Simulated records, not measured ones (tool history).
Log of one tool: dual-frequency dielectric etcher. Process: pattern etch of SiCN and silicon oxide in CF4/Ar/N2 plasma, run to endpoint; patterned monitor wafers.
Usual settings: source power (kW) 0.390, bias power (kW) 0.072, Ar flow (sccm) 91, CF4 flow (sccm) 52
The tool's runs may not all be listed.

| run | hour | source power (kW) | bias power (kW) | Ar flow (sccm) | CF4 flow (sccm) | wafers since the last listed run | hours since the last wet clean | hours since the last source power generator calibration | hours since the last bias power generator calibration | hours since the last Ar flow controller change | hours since the last CF4 flow controller change | hours since the last upper electrode change | incoming incoming film thickness, nm | endpoint time (s) |
|---|---|---|---|---|---|---|---|---|---|---|---|---|---|---|
| 1 | 0.0 | 0.410 | 0.072 | 91 | 52 | 0 | 276.2 | 4110.4 | 1679.9 | 4967.7 | 2061.9 | 3172.0 | 9.93 | 13.2 |
| 2 | 98.6 | 0.410 | 0.072 | 91 | 52 | 1453 | 374.8 | 4209.0 | 1778.5 | 5066.3 | 2160.5 | 3270.6 | 9.85 | 13.3 |
| 3 | 198.7 | 0.390 | 0.072 | 91 | 59 | 1475 | 474.9 | 4309.1 | 1878.6 | 5166.4 | 2260.6 | 3370.7 | 9.91 | 13.4 |
| 4 | 270.5 | 0.450 | 0.072 | 91 | 52 | 1058 | 546.7 | 4380.9 | 1950.4 | 5238.2 | 2332.4 | 3442.5 | 10.06 | 13.0 |
| 5 | 324.8 | 0.450 | 0.072 | 91 | 52 | 800 | 601.0 | 4435.2 | 2004.7 | 5292.5 | 2386.7 | 3496.8 | 9.86 | 12.8 |
|  | 365.9 | wet clean of the chamber |
| 6 | 393.6 | 0.390 | 0.072 | 91 | 52 | 660 | 27.7 | 4504.0 | 2073.5 | 5361.3 | 2455.5 | 3565.6 | 9.98 | 13.7 |
|  | 448.7 | upper electrode replaced, of another model than before |
| 7 | 449.2 | 0.390 | 0.072 | 91 | 52 | 465 | 83.3 | 4559.6 | 2129.1 | 5416.9 | 2511.1 | 0.5 | 9.82 | 13.2 |
| 8 | 510.5 | 0.390 | 0.064 | 91 | 52 | 903 | 144.6 | 4620.9 | 2190.4 | 5478.2 | 2572.4 | 61.8 | 9.90 | 13.9 |
| 9 | 569.4 | 0.390 | 0.064 | 91 | 52 | 868 | 203.5 | 4679.8 | 2249.3 | 5537.1 | 2631.3 | 120.7 | 9.94 | 14.2 |
|  | 576.0 | CF4 flow controller replaced |
|  | 632.3 | bias power generator calibrated |
| 10 | 673.2 | 0.390 | 0.072 | 81 | 52 | 1382 | 307.3 | 4783.6 | 40.9 | 5640.9 | 97.2 | 224.5 | 9.97 | 13.5 |
|  | 697.6 | Ar flow controller replaced |
| 11 | 739.4 | 0.340 | 0.072 | 91 | 42 | 887 | 373.5 | 4849.8 | 107.1 | 41.8 | 163.4 | 290.7 | 9.85 | 14.6 |
| 12 | 811.3 | 0.410 | 0.072 | 91 | 52 | 1059 | 445.4 | 4921.7 | 179.0 | 113.7 | 235.3 | 362.6 | 9.95 | 13.6 |
|  | 865.6 | source power generator calibrated |
| 13 | 895.0 | 0.390 | 0.082 | 91 | 40 | 1174 | 529.1 | 29.4 | 262.7 | 197.4 | 319.0 | 446.3 | 9.96 | 14.0 |
|  | 951.8 | wet clean of the chamber |
| 14 | 991.2 | 0.390 | 0.087 | 91 | 44 | 1064 | 39.4 | 125.6 | 358.9 | 293.6 | 415.2 | 542.5 | 9.94 | 13.1 |
| 15 | 1030.0 | 0.460 | 0.072 | 91 | 52 | 571 | 78.2 | 164.4 | 397.7 | 332.4 | 454.0 | 581.3 | 9.84 | 12.6 |
| 16 | 1089.4 | 0.450 | 0.072 | 100 | 52 | 875 | 137.6 | 223.8 | 457.1 | 391.8 | 513.4 | 640.7 | 9.78 | 12.9 |
| 17 | 1137.8 | 0.290 | 0.072 | 70 | 52 | 713 | 186.0 | 272.2 | 505.5 | 440.2 | 561.8 | 689.1 | 9.88 | 14.4 |
| 18 | 1229.2 | 0.390 | 0.064 | 91 | 52 | 1347 | 277.4 | 363.6 | 596.9 | 531.6 | 653.2 | 780.5 | 9.79 | 13.8 |
| 19 | 1276.4 | 0.480 | 0.072 | 78 | 45 | 695 | 324.6 | 410.8 | 644.1 | 578.8 | 700.4 | 827.7 | 9.95 | 12.7 |

Forecast each of these 4 alternatives for the next run:
| A | 1276.8 | 0.390 | 0.072 | 91 | 52 | 5 | 325.0 | 411.2 | 644.5 | 579.2 | 700.8 | 828.1 | 9.92 | ? |
| B | 1276.8 | 0.390 | 0.072 | 91 | 44 | 5 | 325.0 | 411.2 | 644.5 | 579.2 | 700.8 | 828.1 | 9.92 | ? |
| C | 1276.8 | 0.460 | 0.084 | 107 | 52 | 5 | 325.0 | 411.2 | 644.5 | 579.2 | 700.8 | 828.1 | 9.92 | ? |
| D | 1276.8 | 0.310 | 0.086 | 106 | 52 | 5 | 325.0 | 411.2 | 644.5 | 579.2 | 700.8 | 828.1 | 9.92 | ? |

| run | endpoint time (s) |
|---|---|
| A | 13.8 |
| B | 14.0 |
| C | 12.9 |
| D | 14.6 |
Without the tool's hidden state the same runs would have given:
| run | endpoint time (s) |
|---|---|
| A | 13.2 |
| B | 13.5 |
| C | 12.4 |
| D | 14.0 |
